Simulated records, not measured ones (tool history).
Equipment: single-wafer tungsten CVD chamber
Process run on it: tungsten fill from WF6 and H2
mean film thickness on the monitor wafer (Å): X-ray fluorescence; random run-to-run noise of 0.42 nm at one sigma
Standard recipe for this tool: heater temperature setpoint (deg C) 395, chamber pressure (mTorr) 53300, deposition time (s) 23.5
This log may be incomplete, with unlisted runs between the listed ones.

| run | hour | heater temperature setpoint (deg C) | chamber pressure (mTorr) | deposition time (s) | read-back reference wafer on the same gauge, thickness_nm | mean film thickness on the monitor wafer (Å) |
|---|---|---|---|---|---|---|
| 1 | 0.0 | 395 | 53300 | 23.5 | 96.900 | 832.08 |
|  | 64.3 | gauge calibrated |
| 2 | 104.4 | 403 | 46300 | 23.5 | 96.917 | 897.37 |
| 3 | 180.0 | 403 | 46300 | 23.5 | 96.946 | 901.57 |
| 4 | 259.7 | 395 | 53300 | 23.5 | 96.815 | 840.80 |
| 5 | 340.9 | 395 | 53300 | 23.5 | 96.954 | 835.29 |
| 6 | 417.3 | 395 | 53300 | 23.5 | 96.865 | 837.89 |
| 7 | 471.2 | 395 | 46500 | 23.5 | 97.057 | 788.37 |
| 8 | 564.9 | 395 | 46500 | 23.5 | 96.837 | 785.45 |
| 9 | 618.6 | 395 | 46500 | 23.5 | 96.948 | 789.93 |
| 10 | 719.3 | 395 | 53300 | 23.5 | 96.872 | 834.49 |
| 11 | 795.6 | 395 | 53300 | 23.5 | 96.849 | 823.31 |
|  | 820.1 | thermocouple changed; heater temperature recalibrated |
| 12 | 881.2 | 395 | 53300 | 23.5 | 96.758 | 831.53 |
|  | 901.2 | showerhead replaced |
| 13 | 963.5 | 395 | 42700 | 23.5 | 97.057 | 767.41 |
| 14 | 1028.1 | 395 | 42700 | 23.5 | 96.869 | 765.79 |
| 15 | 1088.0 | 402 | 62900 | 19.7 | 96.779 | 824.75 |
| 16 | 1193.6 | 395 | 53300 | 23.5 | 96.890 | 826.98 |
| 17 | 1287.6 | 387 | 48600 | 26.5 | 96.961 | 791.76 |
|  | 1385.9 | capacitance manometer re-zeroed and calibrated |
| 18 | 1388.8 | 388 | 64800 | 23.5 | 97.047 | 802.91 |
| 19 | 1482.6 | 389 | 46400 | 23.5 | 96.815 | 728.20 |
|  | 1526.9 | gauge calibrated |
| 20 | 1557.6 | 386 | 58600 | 21.4 | 96.893 | 689.28 |
| 21 | 1610.7 | 381 | 53300 | 23.5 | 96.841 | 670.95 |
| 22 | 1676.1 | 395 | 53300 | 23.5 | 96.985 | 849.18 |
| 23 | 1783.5 | 395 | 53300 | 19.4 | 97.024 | 691.16 |
| 24 | 1842.5 | 395 | 53300 | 27.4 | 96.889 | 975.94 |
| 25 | 1944.9 | 387 | 58800 | 23.5 | 96.952 | 762.28 |
| 26 | 2021.5 | 395 | 60800 | 19.8 | 96.873 | 741.54 |

Expected results for the next run?
| 27 | 2073.6 | 395 | 53300 | 27.4 | ? | ? |

{"run 27": {"read-back reference wafer on the same gauge, thickness_nm": 96.8, "mean film thickness on the monitor wafer (Å)": 982.76}}
Minus the tool's unlogged condition, the same run would have read mean film thickness on the monitor wafer (Å) 991.04.

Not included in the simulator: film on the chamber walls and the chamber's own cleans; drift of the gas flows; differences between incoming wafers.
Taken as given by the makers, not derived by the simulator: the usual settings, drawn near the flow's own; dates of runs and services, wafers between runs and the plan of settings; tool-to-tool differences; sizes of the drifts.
